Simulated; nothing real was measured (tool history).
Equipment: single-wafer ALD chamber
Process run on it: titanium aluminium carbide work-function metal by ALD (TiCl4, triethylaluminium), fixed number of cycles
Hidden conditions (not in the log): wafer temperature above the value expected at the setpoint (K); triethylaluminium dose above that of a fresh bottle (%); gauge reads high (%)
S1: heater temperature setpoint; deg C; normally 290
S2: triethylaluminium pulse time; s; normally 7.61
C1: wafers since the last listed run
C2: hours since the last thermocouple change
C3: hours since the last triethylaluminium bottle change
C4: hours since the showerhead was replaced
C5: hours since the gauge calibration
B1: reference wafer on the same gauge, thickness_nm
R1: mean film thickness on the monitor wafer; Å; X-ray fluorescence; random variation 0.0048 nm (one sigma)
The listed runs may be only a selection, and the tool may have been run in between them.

run	hour	S1	S2	C1	C2	C3	C4	C5	B1	R1
1	0	290	6.56	0	895.5	528.1	6428.5	70.9	1.659	16.46
2	15.8	294	7.61	148	911.3	543.9	6444.3	86.7	1.659	18.38
3	31.5	294	7.61	147	927	559.6	6460	102.4	1.662	18.24
4	46.8	294	7.61	144	942.3	574.9	6475.3	117.7	1.66	18.31
5	64.8	290	7.61	169	960.3	592.9	6493.3	135.7	1.659	18
6	80	290	7.61	143	975.5	608.1	6508.5	150.9	1.66	17.88
7	91.4	290	7.61	107	986.9	619.5	6519.9	162.3	1.66	17.84
# hour 97.3: gauge calibrated
8	101.4	290	7.61	94	996.9	629.5	6529.9	4.1	1.661	17.84
# hour 114.7: triethylaluminium bottle replaced
9	115.2	290	7.61	54	1010.7	0.5	6543.7	17.9	1.659	19.26
10	125	290	7.61	92	1020.5	10.3	6553.5	27.7	1.659	19.17
11	134.6	286	9.5	90	1030.1	19.9	6563.1	37.3	1.659	19.93
# hour 152.1: showerhead replaced
12	152.6	280	9.68	94	1048.1	37.9	0.5	55.3	1.658	19.51
13	156.3	290	7.61	34	1051.8	41.6	4.2	59	1.66	19.16
14	165.1	290	9	82	1060.6	50.4	13	67.8	1.661	20.04
# hour 183.9: thermocouple changed; heater temperature recalibrated
15	184.4	298	8.57	106	0.5	69.7	32.3	87.1	1.658	20.44
16	192.8	297	9.6	79	8.9	78.1	40.7	95.5	1.66	20.77
17	208.4	283	7.61	146	24.5	93.7	56.3	111.1	1.66	18.51
18	216.7	275	6.68	78	32.8	102	64.6	119.4	1.66	16.78
19	231.6	301	7.61	140	47.7	116.9	79.5	134.3	1.66	19.75
# hour 240.3: gauge calibrated
20	248.4	290	7.61	158	64.5	133.7	96.3	8.1	1.661	18.98
21	261.7	290	9.02	125	77.8	147	109.6	21.4	1.66	20.01

Across each entry between runs, compare the hidden state at the last listed run before it with the hidden state at the first listed run after it:
Run 7 -> run 8: gauge calibrated (hour 97.3)
  triethylaluminium dose above that of a fresh bottle (%): -14.9 -> -15.2
  measured result minus the result with no hidden state, R1: -1.43 -> -1.46 Å
Run 8 -> run 9: triethylaluminium bottle replaced (hour 114.7)
  triethylaluminium dose above that of a fresh bottle (%): -15.2 -> -1.42
  measured result minus the result with no hidden state, R1: -1.46 -> -0.1 Å
Run 11 -> run 12: showerhead replaced (hour 152.1)
  triethylaluminium dose above that of a fresh bottle (%): -1.85 -> -2.25
  measured result minus the result with no hidden state, R1: -0.06 -> -0.07 Å
Run 14 -> run 15: thermocouple changed; heater temperature recalibrated (hour 183.9)
  triethylaluminium dose above that of a fresh bottle (%): -2.53 -> -2.96
  measured result minus the result with no hidden state, R1: -0.1 -> -0.15 Å
Run 19 -> run 20: gauge calibrated (hour 240.3)
  triethylaluminium dose above that of a fresh bottle (%): -4.01 -> -4.38
  measured result minus the result with no hidden state, R1: -0.31 -> -0.32 Å
